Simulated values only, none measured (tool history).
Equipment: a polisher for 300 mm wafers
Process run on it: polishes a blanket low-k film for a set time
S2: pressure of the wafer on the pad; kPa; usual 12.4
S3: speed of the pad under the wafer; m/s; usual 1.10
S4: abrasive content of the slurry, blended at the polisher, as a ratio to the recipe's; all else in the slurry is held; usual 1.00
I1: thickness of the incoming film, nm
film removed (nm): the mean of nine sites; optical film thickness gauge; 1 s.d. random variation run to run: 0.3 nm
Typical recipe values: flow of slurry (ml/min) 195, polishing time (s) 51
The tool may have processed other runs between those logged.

run 1 hour=0.0 | flow_of_slurry_(ml/min)=245 S2=12.4 S3=1.10 S4=1.00 polishing_time_(s)=51 | I1=593.2 | film_removed_(nm)=25.3
run 2 hour=67.1 | flow_of_slurry_(ml/min)=195 S2=12.4 S3=1.10 S4=1.00 polishing_time_(s)=51 | I1=601.0 | film_removed_(nm)=24.0
-- hour=69.8 slurry nozzle cleaned
-- hour=149.6 slurry blender recalibrated
run 3 hour=169.1 | flow_of_slurry_(ml/min)=195 S2=12.4 S3=1.10 S4=1.00 polishing_time_(s)=51 | I1=588.9 | film_removed_(nm)=24.7
run 4 hour=247.1 | flow_of_slurry_(ml/min)=195 S2=12.4 S3=1.10 S4=1.00 polishing_time_(s)=51 | I1=605.5 | film_removed_(nm)=24.3
run 5 hour=312.3 | flow_of_slurry_(ml/min)=195 S2=12.4 S3=1.10 S4=1.00 polishing_time_(s)=51 | I1=611.5 | film_removed_(nm)=23.6
run 6 hour=383.4 | flow_of_slurry_(ml/min)=195 S2=12.4 S3=1.10 S4=1.00 polishing_time_(s)=51 | I1=594.0 | film_removed_(nm)=23.5
run 7 hour=445.5 | flow_of_slurry_(ml/min)=195 S2=12.4 S3=1.10 S4=1.00 polishing_time_(s)=51 | I1=603.9 | film_removed_(nm)=23.3
-- hour=459.3 worn pad replaced by a new one
run 8 hour=532.0 | flow_of_slurry_(ml/min)=245 S2=12.4 S3=1.10 S4=1.00 polishing_time_(s)=51 | I1=597.0 | film_removed_(nm)=23.1
-- hour=548.4 head pressure recalibrated
-- hour=604.7 conditioning disc replaced and pad reconditioned
run 9 hour=612.4 | flow_of_slurry_(ml/min)=245 S2=12.4 S3=1.10 S4=1.30 polishing_time_(s)=56 | I1=590.4 | film_removed_(nm)=31.8
-- hour=649.9 slurry blender recalibrated
-- hour=661.4 slurry nozzle cleaned
run 10 hour=710.2 | flow_of_slurry_(ml/min)=195 S2=12.4 S3=1.10 S4=1.00 polishing_time_(s)=51 | I1=600.9 | film_removed_(nm)=25.0
run 11 hour=748.4 | flow_of_slurry_(ml/min)=195 S2=12.4 S3=1.10 S4=1.00 polishing_time_(s)=51 | I1=611.6 | film_removed_(nm)=24.7
run 12 hour=849.9 | flow_of_slurry_(ml/min)=195 S2=12.4 S3=1.10 S4=1.00 polishing_time_(s)=51 | I1=604.8 | film_removed_(nm)=24.9
run 13 hour=947.5 | flow_of_slurry_(ml/min)=195 S2=12.4 S3=1.10 S4=1.00 polishing_time_(s)=51 | I1=596.2 | film_removed_(nm)=24.9
-- hour=961.3 worn pad replaced by a new one
run 14 hour=1007.1 | flow_of_slurry_(ml/min)=195 S2=12.4 S3=1.10 S4=1.15 polishing_time_(s)=51 | I1=606.7 | film_removed_(nm)=26.1
run 15 hour=1112.1 | flow_of_slurry_(ml/min)=145 S2=13.8 S3=1.10 S4=1.00 polishing_time_(s)=63 | I1=611.9 | film_removed_(nm)=32.6
-- hour=1124.8 slurry blender recalibrated
-- hour=1153.5 conditioning disc replaced and pad reconditioned
run 16 hour=1180.5 | flow_of_slurry_(ml/min)=195 S2=12.4 S3=1.10 S4=1.00 polishing_time_(s)=64 | I1=603.7 | film_removed_(nm)=31.1
run 17 hour=1268.9 | flow_of_slurry_(ml/min)=195 S2=8.3 S3=1.10 S4=1.00 polishing_time_(s)=46 | I1=607.8 | film_removed_(nm)=14.3
-- hour=1362.7 slurry nozzle cleaned
run 18 hour=1368.0 | flow_of_slurry_(ml/min)=155 S2=9.7 S3=1.10 S4=1.00 polishing_time_(s)=51 | I1=600.4 | film_removed_(nm)=18.2
run 19 hour=1444.1 | flow_of_slurry_(ml/min)=195 S2=12.4 S3=0.86 S4=0.75 polishing_time_(s)=51 | I1=604.4 | film_removed_(nm)=17.3
-- hour=1474.7 worn pad replaced by a new one
run 20 hour=1483.8 | flow_of_slurry_(ml/min)=195 S2=14.5 S3=1.26 S4=1.00 polishing_time_(s)=51 | I1=607.4 | film_removed_(nm)=30.5
-- hour=1572.3 slurry blender recalibrated
run 21 hour=1575.9 | flow_of_slurry_(ml/min)=195 S2=12.4 S3=1.10 S4=1.00 polishing_time_(s)=51 | I1=601.5 | film_removed_(nm)=23.3
run 22 hour=1664.1 | flow_of_slurry_(ml/min)=135 S2=12.4 S3=1.46 S4=1.00 polishing_time_(s)=51 | I1=592.8 | film_removed_(nm)=26.7
-- hour=1677.5 head pressure recalibrated
run 23 hour=1705.3 | flow_of_slurry_(ml/min)=195 S2=12.4 S3=1.10 S4=1.10 polishing_time_(s)=51 | I1=612.5 | film_removed_(nm)=26.3
run 24 hour=1748.0 | flow_of_slurry_(ml/min)=195 S2=12.4 S3=1.10 S4=1.00 polishing_time_(s)=60 | I1=612.9 | film_removed_(nm)=29.5
-- hour=1775.6 conditioning disc replaced and pad reconditioned
run 25 hour=1830.5 | flow_of_slurry_(ml/min)=170 S2=12.4 S3=1.10 S4=1.00 polishing_time_(s)=51 | I1=589.6 | film_removed_(nm)=24.4

Forecast each of these 4 alternatives for the next run:
run A hour=1830.9 | flow_of_slurry_(ml/min)=195 S2=12.4 S3=1.10 S4=1.00 polishing_time_(s)=51 | I1=600.9 | film_removed_(nm)=?
run B hour=1830.9 | flow_of_slurry_(ml/min)=195 S2=12.4 S3=1.10 S4=1.00 polishing_time_(s)=57 | I1=600.9 | film_removed_(nm)=?
run C hour=1830.9 | flow_of_slurry_(ml/min)=235 S2=12.4 S3=0.92 S4=0.85 polishing_time_(s)=60 | I1=600.9 | film_removed_(nm)=?
run D hour=1830.9 | flow_of_slurry_(ml/min)=195 S2=12.4 S3=0.84 S4=1.15 polishing_time_(s)=51 | I1=600.9 | film_removed_(nm)=?

run=A film_removed_(nm)=25.2
run=B film_removed_(nm)=28.1
run=C film_removed_(nm)=24.5
run=D film_removed_(nm)=21.6
With the hidden condition removed and each run's random variation left untouched, the same runs would have given:
run=A film_removed_(nm)=25.6
run=B film_removed_(nm)=28.6
run=C film_removed_(nm)=24.9
run=D film_removed_(nm)=22.0
